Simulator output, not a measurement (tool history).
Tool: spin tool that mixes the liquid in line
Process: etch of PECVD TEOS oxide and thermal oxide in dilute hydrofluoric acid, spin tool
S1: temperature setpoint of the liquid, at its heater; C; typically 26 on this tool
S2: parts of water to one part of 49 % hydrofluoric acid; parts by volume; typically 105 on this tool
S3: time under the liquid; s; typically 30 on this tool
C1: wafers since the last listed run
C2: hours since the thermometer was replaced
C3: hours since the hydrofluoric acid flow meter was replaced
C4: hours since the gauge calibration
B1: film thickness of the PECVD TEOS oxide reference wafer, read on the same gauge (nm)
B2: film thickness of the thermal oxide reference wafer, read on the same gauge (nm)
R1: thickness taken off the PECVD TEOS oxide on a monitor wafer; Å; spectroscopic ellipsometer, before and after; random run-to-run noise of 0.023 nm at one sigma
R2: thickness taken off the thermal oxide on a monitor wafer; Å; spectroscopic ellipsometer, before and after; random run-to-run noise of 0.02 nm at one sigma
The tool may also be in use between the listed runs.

run,hour,S1,S2,S3,C1,C2,C3,C4,B1,B2,R1,R2
1,0,26,105,30,0,1152.6,360.3,66,120.01,120.017,82.7,14.25
2,12.5,26,105,30,120,1165.1,372.8,78.5,120,119.998,82.5,14.75
3,30.3,26,105,30,171,1182.9,390.6,96.3,119.99,120.006,82.3,15.05
4,38.8,24,105,25,82,1191.4,399.1,104.8,119.99,120.031,63.6,10.97
5,52.5,24,105,25,132,1205.1,412.8,118.5,120,120.018,63.7,11.34
6,62.8,26,105,30,99,1215.4,423.1,128.8,119.99,120.021,82.2,14.24
7,80.3,26,105,30,169,1232.9,440.6,146.3,120.01,119.984,82.6,14.64
8,91.5,30.5,80,15,108,1244.1,451.8,157.5,119.99,119.999,66.4,11.76
9,101,26,65,30,91,1253.6,461.3,167,120.01,119.993,141.4,24.88
10,108,24.5,90,30,67,1260.6,468.3,174,120.02,119.988,93,16
# hour 116.5: hydrofluoric acid flow meter replaced
# hour 133.3: gauge calibrated
# hour 144.8: thermometer replaced
11,153.3,26,105,30,418,8.5,36.8,20,119.99,120.002,79.1,14.07
12,170.2,22.5,105,15,163,25.4,53.7,36.9,120.01,119.993,34.5,6.02
13,187.3,23,85,30,165,42.5,70.8,54,120.01,120.022,89.6,15.62
14,198,26,155,40,103,53.2,81.5,64.7,119.97,120.007,67.2,11.84

3 ways to go on from here, each from the tool as it stands after run 14. What would each give?
A,198.4,26,105,30,3,53.6,81.9,65.1,?,?,?,?
B,198.4,24,105,20,3,53.6,81.9,65.1,?,?,?,?
C,198.4,24.5,70,30,3,53.6,81.9,65.1,?,?,?,?

run,B1,B2,R1,R2
A,120.02,119.997,79.7,13.98
B,120.02,119.997,49.2,8.62
C,120.02,119.997,118,20.69
Without the tool's unlogged condition, the same runs would have read:
run,R1,R2
A,80,14.03
B,49.3,8.65
C,118.3,20.75
